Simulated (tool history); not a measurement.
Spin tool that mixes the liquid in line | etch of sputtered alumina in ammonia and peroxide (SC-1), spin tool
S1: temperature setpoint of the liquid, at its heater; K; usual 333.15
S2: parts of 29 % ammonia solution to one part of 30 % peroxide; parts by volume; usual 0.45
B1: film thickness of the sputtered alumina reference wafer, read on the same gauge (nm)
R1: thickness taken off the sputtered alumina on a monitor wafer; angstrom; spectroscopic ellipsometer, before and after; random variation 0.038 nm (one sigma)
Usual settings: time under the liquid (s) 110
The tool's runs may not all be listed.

{"run": 1, "hour": 0.0, "S1": 333.15, "S2": 0.45, "time under the liquid (s)": 110, "B1": 59.99, "R1": 72.2}
{"run": 2, "hour": 10.3, "S1": 333.15, "S2": 0.45, "time under the liquid (s)": 110, "B1": 60.0, "R1": 72.4}
{"run": 3, "hour": 22.0, "S1": 333.15, "S2": 0.45, "time under the liquid (s)": 110, "B1": 60.01, "R1": 72.0}
{"run": 4, "hour": 34.5, "S1": 333.15, "S2": 0.45, "time under the liquid (s)": 110, "B1": 60.0, "R1": 71.9}
{"run": 5, "hour": 49.7, "S1": 333.15, "S2": 0.45, "time under the liquid (s)": 110, "B1": 59.98, "R1": 72.7}
{"run": 6, "hour": 59.7, "S1": 333.15, "S2": 0.45, "time under the liquid (s)": 110, "B1": 60.01, "R1": 71.9}
{"run": 7, "hour": 72.8, "S1": 333.15, "S2": 0.45, "time under the liquid (s)": 110, "B1": 60.02, "R1": 72.0}
{"run": 8, "hour": 87.9, "S1": 333.15, "S2": 0.55, "time under the liquid (s)": 110, "B1": 60.01, "R1": 72.8}
{"run": 9, "hour": 94.2, "S1": 329.65, "S2": 0.45, "time under the liquid (s)": 110, "B1": 59.98, "R1": 59.3}
{"run": 10, "hour": 108.0, "S1": 341.15, "S2": 0.45, "time under the liquid (s)": 110, "B1": 60.01, "R1": 109.2}
{"run": 11, "hour": 120.7, "S1": 341.15, "S2": 0.45, "time under the liquid (s)": 110, "B1": 60.0, "R1": 108.2}
{"run": 12, "hour": 144.0, "S1": 328.15, "S2": 0.45, "time under the liquid (s)": 110, "B1": 59.98, "R1": 54.7}
{"run": 13, "hour": 153.5, "S1": 338.15, "S2": 0.25, "time under the liquid (s)": 60, "B1": 59.99, "R1": 48.0}
{"run": 14, "hour": 163.1, "S1": 333.15, "S2": 0.65, "time under the liquid (s)": 110, "B1": 59.99, "R1": 74.1}
{"run": 15, "hour": 171.2, "S1": 337.65, "S2": 0.35, "time under the liquid (s)": 80, "B1": 60.01, "R1": 64.7}
{"run": 16, "hour": 184.3, "S1": 333.15, "S2": 0.45, "time under the liquid (s)": 155, "B1": 60.0, "R1": 100.5}
{"run": 17, "hour": 190.5, "S1": 336.65, "S2": 0.45, "time under the liquid (s)": 110, "B1": 60.0, "R1": 86.1}
{"run": 18, "hour": 197.8, "S1": 333.15, "S2": 0.45, "time under the liquid (s)": 110, "B1": 60.0, "R1": 71.4}
{"run": 19, "hour": 213.5, "S1": 333.15, "S2": 0.6, "time under the liquid (s)": 110, "B1": 60.0, "R1": 95.6}
{"run": 20, "hour": 229.6, "S1": 333.15, "S2": 0.45, "time under the liquid (s)": 130, "B1": 59.99, "R1": 109.1}
{"run": 21, "hour": 251.5, "S1": 339.65, "S2": 0.35, "time under the liquid (s)": 50, "B1": 60.01, "R1": 56.9}
{"run": 22, "hour": 264.2, "S1": 339.15, "S2": 0.45, "time under the liquid (s)": 155, "B1": 60.0, "R1": 176.0}
{"run": 23, "hour": 281.8, "S1": 333.15, "S2": 0.45, "time under the liquid (s)": 110, "B1": 60.02, "R1": 91.3}
{"run": 24, "hour": 294.9, "S1": 333.15, "S2": 0.5, "time under the liquid (s)": 110, "B1": 59.99, "R1": 92.4}
{"run": 25, "hour": 347.6, "S1": 327.65, "S2": 0.3, "time under the liquid (s)": 140, "B1": 60.0, "R1": 84.3}

Not shown: 5 entries that the log had between the listed runs. Between which runs, and how does the tool's hidden state differ before and after?
Between runs 10 and 11: ammonia flow meter replaced (hour 120.2); new drum of ammonia solution connected (hour 120.3)
  temperature lost on the way to the wafer (K): 4.89 -> 4.91
  measured less the result without the state, R1: -29.9 -> -29.8 angstrom
Between runs 12 and 13: thermometer replaced (hour 153.0)
  temperature lost on the way to the wafer (K): 4.93 -> 4.94
  measured less the result without the state, R1: -16.7 -> -13.6 angstrom
Between runs 17 and 18: gauge calibrated (hour 190.8)
  temperature lost on the way to the wafer (K): 4.98 -> 4.99
  measured less the result without the state, R1: -25.0 -> -21.3 angstrom
Between runs 18 and 19: heated supply line repaired (hour 204.5)
  temperature lost on the way to the wafer (K): 4.99 -> 0.0732
  measured less the result without the state, R1: -21.3 -> -0.4 angstrom
